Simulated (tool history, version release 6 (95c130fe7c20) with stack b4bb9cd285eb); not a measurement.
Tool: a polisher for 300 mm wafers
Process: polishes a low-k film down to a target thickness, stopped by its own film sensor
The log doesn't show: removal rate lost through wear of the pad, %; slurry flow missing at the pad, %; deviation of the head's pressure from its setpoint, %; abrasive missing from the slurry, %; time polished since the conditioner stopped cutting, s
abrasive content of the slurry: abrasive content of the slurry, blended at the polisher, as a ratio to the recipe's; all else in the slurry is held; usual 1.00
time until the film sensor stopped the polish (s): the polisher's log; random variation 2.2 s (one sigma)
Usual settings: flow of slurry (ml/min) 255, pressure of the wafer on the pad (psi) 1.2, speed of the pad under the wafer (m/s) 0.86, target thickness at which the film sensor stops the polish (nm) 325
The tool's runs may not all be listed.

| run | hour | flow of slurry (ml/min) | pressure of the wafer on the pad (psi) | speed of the pad under the wafer (m/s) | abrasive content of the slurry | target thickness at which the film sensor stops the polish (nm) | wafers since the last listed run | wafers polished on this pad | hours since the slurry nozzle was cleaned | hours since the head pressure was calibrated | hours since the slurry blender was calibrated | hours since the conditioning disc was replaced | incoming thickness of the incoming film, nm | time until the film sensor stopped the polish (s) |
|---|---|---|---|---|---|---|---|---|---|---|---|---|---|---|
| 1 | 0.0 | 255 | 1.2 | 0.86 | 0.80 | 325 | 0 | 541 | 139.8 | 1030.2 | 46.1 | 38.1 | 347.4 | 147.2 |
| 2 | 28.8 | 255 | 1.2 | 0.86 | 0.80 | 325 | 201 | 743 | 168.6 | 1059.0 | 74.9 | 66.9 | 348.2 | 147.5 |
|  | 47.7 | worn pad replaced by a new one |
| 3 | 57.9 | 255 | 1.2 | 0.86 | 0.95 | 325 | 175 | 71 | 197.7 | 1088.1 | 104.0 | 96.0 | 356.3 | 181.1 |
|  | 68.2 | slurry blender recalibrated |
| 4 | 92.0 | 255 | 1.2 | 0.86 | 0.95 | 325 | 224 | 296 | 231.8 | 1122.2 | 23.8 | 130.1 | 355.1 | 188.4 |
| 5 | 109.0 | 255 | 1.2 | 0.86 | 0.95 | 325 | 119 | 415 | 248.8 | 1139.2 | 40.8 | 147.1 | 343.4 | 114.3 |
| 6 | 122.8 | 255 | 1.2 | 0.86 | 1.00 | 325 | 96 | 512 | 262.6 | 1153.0 | 54.6 | 160.9 | 356.5 | 189.7 |
| 7 | 135.7 | 255 | 1.2 | 0.86 | 1.00 | 325 | 90 | 602 | 275.5 | 1165.9 | 67.5 | 173.8 | 348.2 | 139.3 |
| 8 | 158.4 | 255 | 1.2 | 0.86 | 1.00 | 325 | 159 | 761 | 298.2 | 1188.6 | 90.2 | 196.5 | 350.3 | 153.6 |
|  | 180.9 | slurry blender recalibrated |
|  | 184.2 | worn pad replaced by a new one |
| 9 | 192.6 | 255 | 1.1 | 0.86 | 1.00 | 325 | 202 | 58 | 332.4 | 1222.8 | 11.7 | 230.7 | 351.2 | 166.1 |
| 10 | 218.6 | 255 | 0.9 | 0.86 | 1.00 | 325 | 182 | 240 | 358.4 | 1248.8 | 37.7 | 256.7 | 352.8 | 195.3 |
| 11 | 240.8 | 255 | 1.2 | 0.86 | 1.00 | 325 | 155 | 396 | 380.6 | 1271.0 | 59.9 | 278.9 | 349.4 | 154.7 |
| 12 | 256.9 | 255 | 1.2 | 0.64 | 1.00 | 322 | 112 | 509 | 396.7 | 1287.1 | 76.0 | 295.0 | 350.4 | 212.9 |
| 13 | 281.1 | 335 | 1.2 | 0.86 | 1.10 | 325 | 169 | 678 | 420.9 | 1311.3 | 100.2 | 319.2 | 341.8 | 96.0 |
|  | 291.3 | slurry blender recalibrated |
|  | 293.9 | worn pad replaced by a new one |
|  | 311.2 | slurry nozzle cleaned |
|  | 345.3 | conditioning disc replaced and pad reconditioned |
|  | 363.6 | head pressure recalibrated |
| 14 | 369.6 | 255 | 1.2 | 0.86 | 1.00 | 325 | 552 | 495 | 58.4 | 6.0 | 78.3 | 24.3 | 351.6 | 149.8 |

The next listed run, before its measurement:
|  | 396.6 | slurry blender recalibrated |
| 15 | 397.1 | 255 | 1.2 | 0.86 | 1.00 | 325 | 178 | 674 | 85.9 | 33.5 | 0.5 | 51.8 | 345.6 | ? |

time until the film sensor stopped the polish (s): 118.1
Without the tool's hidden state the same run would have given time until the film sensor stopped the polish (s) 112.6.
